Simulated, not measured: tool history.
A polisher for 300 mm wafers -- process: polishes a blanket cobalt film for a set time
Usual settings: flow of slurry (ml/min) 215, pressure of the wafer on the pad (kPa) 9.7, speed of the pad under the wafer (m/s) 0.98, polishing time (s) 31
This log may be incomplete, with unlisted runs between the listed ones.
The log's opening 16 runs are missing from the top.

run	hour	flow of slurry (ml/min)	pressure of the wafer on the pad (kPa)	speed of the pad under the wafer (m/s)	polishing time (s)	incoming thickness of the incoming film, nm	film removed (angstrom)
17	1282.4	215	9.7	0.98	31	1439.4	899
# hour 1412.0: slurry nozzle cleaned
18	1487.7	180	9.7	0.78	27	1436.1	628
# hour 1519.8: worn pad replaced by a new one, of another model than before
19	1536.1	275	7.6	1.30	31	1440.9	937
20	1633.8	215	9.7	0.98	22	1472.4	664
21	1741.1	215	6.9	0.98	42	1431.1	973
22	1807.3	275	11.0	0.86	36	1468.3	1132
23	1868.9	275	9.7	0.70	31	1460.5	791
# hour 1948.6: head pressure recalibrated
24	1950.1	215	9.7	0.80	35	1454.0	924
25	2021.5	215	11.0	0.98	31	1437.6	1005
26	2078.9	215	13.1	0.98	26	1426.2	952
# hour 2088.2: slurry nozzle cleaned
# hour 2111.0: worn pad replaced by a new one
27	2127.4	215	8.3	0.98	31	1444.2	840
28	2214.3	215	9.7	0.98	37	1448.8	1114
29	2288.0	280	9.7	1.10	31	1442.5	977
30	2351.5	215	9.7	1.30	20	1442.6	675
31	2427.0	185	6.9	0.68	26	1448.7	489
32	2467.8	215	11.7	1.24	40	1444.3	1520
33	2543.5	215	9.7	0.98	31	1462.2	897
34	2615.0	190	9.7	0.88	23	1450.6	611
35	2654.2	215	9.7	0.66	23	1437.4	541
# hour 2703.5: worn pad replaced by a new one
36	2761.1	215	9.7	0.98	31	1451.2	940
# hour 2795.9: slurry nozzle cleaned
# hour 2817.1: head pressure recalibrated
37	2848.9	215	9.7	0.98	25	1460.6	754
38	3036.7	215	9.7	0.98	31	1473.4	910

Alternative continuations, all from the tool just after run 38; predict every row:
A	3037.1	215	9.7	0.98	31	1458.5	?
B	3037.1	150	9.7	0.98	40	1458.5	?
C	3037.1	145	9.7	0.98	31	1458.5	?

run	film removed (angstrom)
A	903
B	1132
C	875
Without the tool's hidden state the same runs would have given:
run	film removed (angstrom)
A	956
B	1199
C	927
